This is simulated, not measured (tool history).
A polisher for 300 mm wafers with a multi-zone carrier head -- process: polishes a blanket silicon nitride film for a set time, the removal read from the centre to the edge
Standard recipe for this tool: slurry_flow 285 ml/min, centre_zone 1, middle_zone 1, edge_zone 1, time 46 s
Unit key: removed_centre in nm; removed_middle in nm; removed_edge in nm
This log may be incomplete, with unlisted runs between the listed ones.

run	hour	slurry_flow	centre_zone	middle_zone	edge_zone	time	incoming thickness of the incoming film, nm	removed_centre	removed_middle	removed_edge
1	0	285	1	1	0.92	46	456.4	74.2	74.3	70.3
# hour 31.4: slurry nozzle cleaned
2	57	285	1	1	1	46	459	73.2	76.1	72.3
# hour 63.3: edge zone pressure recalibrated
3	98	220	1	0.94	1	46	444.1	69.3	68.1	70
4	123.7	220	1	0.94	1	46	450.8	67	66.8	69.1
# hour 165: centre zone pressure recalibrated
# hour 243.3: worn pad replaced by a new one
5	243.8	285	1	1	1.03	46	448.6	75.2	75.7	76
6	307.5	285	1	1	1.03	46	454.4	74.4	73.7	74
7	344.3	285	1	1	1.03	46	451.9	73.2	73.7	73.7
8	389.2	215	1	1	1	46	450.7	70.2	71.6	70.4
9	453.4	215	1	1	1	46	452.1	68	70.8	69.2
# hour 500: worn pad replaced by a new one
10	509.1	285	1	0.96	1	46	452.1	75.4	73.5	73.6
11	533.5	285	1	0.96	1	46	444.5	73.6	75.6	73.2
12	593.8	285	0.93	1	1	50	440.6	72.3	77.7	78.5
# hour 601.9: slurry nozzle cleaned
# hour 603.1: centre zone pressure recalibrated
13	777.5	285	1.05	1	0.91	62	447.4	93.1	92	87
# hour 807: worn pad replaced by a new one
# hour 834.1: edge zone pressure recalibrated
14	843.9	285	1	1	1.07	46	449.1	73.3	75	77
15	907.8	325	1.09	1	1	50	445.8	86.2	80.8	78.8
16	979	260	1	0.96	1.08	46	449.7	69.3	70.7	72.1
17	1016.3	285	0.89	1	1	46	452.8	61.7	69.1	69.1
18	1055.8	285	1	1	1	46	443.7	67.4	70.2	68.8
19	1084.1	195	1.05	1	1	46	443.6	66.5	65.9	65.4
# hour 1099.3: carrier head's membrane replaced by a new one
# hour 1104.7: centre zone pressure recalibrated
20	1123.5	285	1	1	1	46	445	66.7	67.1	66.3
# hour 1136.4: worn pad replaced by a new one
# hour 1146.6: slurry nozzle cleaned
21	1192.7	285	1	1	1.12	46	453.3	73.7	73.7	79.2
22	1285.1	285	1.05	1	1	46	454.5	75.3	72.2	71
23	1434.1	285	1.12	1.09	1.04	30	442.1	48.1	46.9	44.5

Consider 3 possible next runs. They are alternatives, not a sequence: every one starts from the tool as it was left by run 23. What does each give?
A	1434.5	285	1	1	1	46	448.2	?	?	?
B	1434.5	285	1	1	0.96	46	448.2	?	?	?
C	1434.5	240	1	1	1	46	448.2	?	?	?

run	removed_centre	removed_middle	removed_edge
A	67.3	68.9	67.4
B	67.3	68.9	66.3
C	66.1	67.8	66.6
The same runs, with their run-to-run variation unchanged, on a tool lacking any hidden condition would have given:
run	removed_centre	removed_middle	removed_edge
A	75.1	77	75.3
B	75.1	77	74.1
C	73.8	75.7	74.4

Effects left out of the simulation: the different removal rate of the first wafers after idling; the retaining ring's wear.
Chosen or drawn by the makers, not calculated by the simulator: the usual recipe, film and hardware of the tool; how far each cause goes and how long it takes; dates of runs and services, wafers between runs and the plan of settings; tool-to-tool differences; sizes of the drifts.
